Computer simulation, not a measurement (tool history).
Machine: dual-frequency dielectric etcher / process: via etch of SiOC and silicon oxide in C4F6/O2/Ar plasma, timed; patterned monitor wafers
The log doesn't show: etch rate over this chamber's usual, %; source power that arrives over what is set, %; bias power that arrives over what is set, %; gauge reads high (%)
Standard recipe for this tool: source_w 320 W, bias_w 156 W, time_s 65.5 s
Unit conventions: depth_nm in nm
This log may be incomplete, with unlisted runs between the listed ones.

run,hour,source_w,bias_w,time_s,wafers since the last listed run,hours since the last wet clean,hours since the last source power generator calibration,hours since the last bias power generator calibration,hours since the last upper electrode change,hours since the gauge calibration,"read-back reference wafer on the same gauge, depth_nm",depth_nm
1,0,320,156,65.5,0,311.5,1866.9,2498.9,4926.9,597.3,86.2,74.7
2,25.5,320,156,65.5,272,337,1892.4,2524.4,4952.4,622.8,86.2,74.6
3,68.7,320,156,65.5,460,380.2,1935.6,2567.6,4995.6,666,86.2,74.4
4,96.7,320,156,65.5,298,408.2,1963.6,2595.6,5023.6,694,86.2,74.3
# hour 167.9: wet clean of the chamber
5,168.4,320,156,65.5,509,0.5,2035.3,2667.3,5095.3,765.7,86.2,74.4
6,232.3,320,156,65.5,681,64.4,2099.2,2731.2,5159.2,829.6,86.2,75
7,276.9,320,156,65.5,475,109,2143.8,2775.8,5203.8,874.2,86.1,74.9
8,308.1,320,156,65.5,332,140.2,2175,2807,5235,905.4,86.2,75.4
9,363.8,260,156,81,594,195.9,2230.7,2862.7,5290.7,961.1,86.2,80.6
# hour 374.2: source power generator calibrated
# hour 431.3: gauge calibrated
# hour 527.4: upper electrode replaced
10,527.9,270,179,60,1452,360,153.7,3026.8,0.5,96.6,86.2,62.3
# hour 575.5: bias power generator calibrated
11,586.4,380,187,65.5,581,418.5,212.2,10.9,59,155.1,86.1,85.4
12,619.9,270,135,49.5,357,452,245.7,44.4,92.5,188.6,86.1,46.9
# hour 645.2: wet clean of the chamber
13,659.1,340,187,65.5,162,13.9,284.9,83.6,131.7,227.8,86.2,80.3
14,699.1,320,156,65.5,426,53.9,324.9,123.6,171.7,267.8,86.2,73
15,725.6,350,156,65.5,282,80.4,351.4,150.1,198.2,294.3,86.2,76.6
16,796,320,156,65.5,751,150.8,421.8,220.5,268.6,364.7,86.2,72.6
17,846.1,290,156,82.5,534,200.9,471.9,270.6,318.7,414.8,86.2,85.6

4 options for the next run, each taken on its own from the tool as it stands now. Forecast them:
A,846.5,320,120,65.5,4,201.3,472.3,271,319.1,415.2,?,?
B,846.5,290,171,65.5,4,201.3,472.3,271,319.1,415.2,?,?
C,846.5,370,141,54,4,201.3,472.3,271,319.1,415.2,?,?
D,846.5,380,189,65.5,4,201.3,472.3,271,319.1,415.2,?,?

run,"read-back reference wafer on the same gauge, depth_nm",depth_nm
A,86.2,66.7
B,86.2,70.4
C,86.2,63.2
D,86.2,85.8
What these runs would have given with no unlogged condition in the tool:
run,depth_nm
A,66.5
B,70.2
C,63.1
D,85.6
